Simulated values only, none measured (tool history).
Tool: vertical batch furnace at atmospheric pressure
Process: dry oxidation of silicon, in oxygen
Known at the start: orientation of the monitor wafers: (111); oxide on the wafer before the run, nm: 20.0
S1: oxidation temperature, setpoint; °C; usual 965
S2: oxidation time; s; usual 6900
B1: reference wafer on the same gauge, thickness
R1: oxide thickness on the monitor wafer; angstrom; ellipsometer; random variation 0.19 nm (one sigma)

| run | hour | S1 | S2 | B1 | R1 |
|---|---|---|---|---|---|
| 1 | 0 | 977 | 8310 | 83.04 | 1003.3 |
| 2 | 32.6 | 977 | 8310 | 83.04 | 1002.9 |
| 3 | 64.8 | 965 | 6000 | 83.02 | 769.3 |
| 4 | 99.9 | 965 | 6000 | 83.04 | 767.9 |
| 5 | 127.2 | 965 | 6000 | 83.02 | 771.9 |
| 6 | 158.9 | 965 | 6900 | 82.99 | 836.3 |
| 7 | 177.9 | 965 | 6900 | 83.04 | 837.4 |
| 8 | 190.7 | 965 | 6900 | 83 | 837.3 |
| 9 | 211.4 | 975 | 6900 | 83 | 887.6 |
| 10 | 245.7 | 975 | 6900 | 83 | 887.7 |
|  | 271.4 | boat lift adjusted |
| 11 | 281.2 | 965 | 6900 | 82.95 | 831.1 |
| 12 | 302.5 | 954 | 5370 | 83.01 | 671.5 |
| 13 | 322.8 | 950 | 5160 | 82.97 | 637.8 |
| 14 | 357.2 | 986 | 5370 | 82.97 | 825.4 |
| 15 | 387.3 | 965 | 6000 | 83 | 768.1 |
| 16 | 414 | 965 | 6900 | 82.97 | 832.5 |
|  | 439.1 | gauge calibrated |
| 17 | 442.9 | 948 | 5340 | 82.98 | 644 |
| 18 | 525.6 | 953 | 9990 | 82.97 | 957.2 |
| 19 | 560.8 | 941 | 6900 | 83.02 | 708.2 |
|  | 587.7 | thermocouples replaced and temperature profile calibrated |
| 20 | 588.6 | 947 | 4830 | 83 | 601.3 |
| 21 | 614.3 | 988 | 8580 | 83 | 1100.1 |
| 22 | 685.8 | 985 | 9210 | 83.03 | 1126.1 |
| 23 | 717.2 | 949 | 6900 | 83 | 748.9 |
| 24 | 797.6 | 973 | 9570 | 83.03 | 1062.5 |
| 25 | 826.9 | 947 | 8940 | 83 | 858.1 |

Forecast each of these 3 alternatives for the next run:
| A | 833.2 | 948 | 6900 | ? | ? |
| B | 833.2 | 965 | 5580 | ? | ? |
| C | 833.2 | 982 | 4440 | ? | ? |

| run | B1 | R1 |
|---|---|---|
| A | 82.96 | 743.4 |
| B | 82.96 | 736.6 |
| C | 82.96 | 720.4 |
Without the tool's hidden state the same runs would have given:
| run | R1 |
|---|---|
| A | 743.4 |
| B | 736.6 |
| C | 720.4 |

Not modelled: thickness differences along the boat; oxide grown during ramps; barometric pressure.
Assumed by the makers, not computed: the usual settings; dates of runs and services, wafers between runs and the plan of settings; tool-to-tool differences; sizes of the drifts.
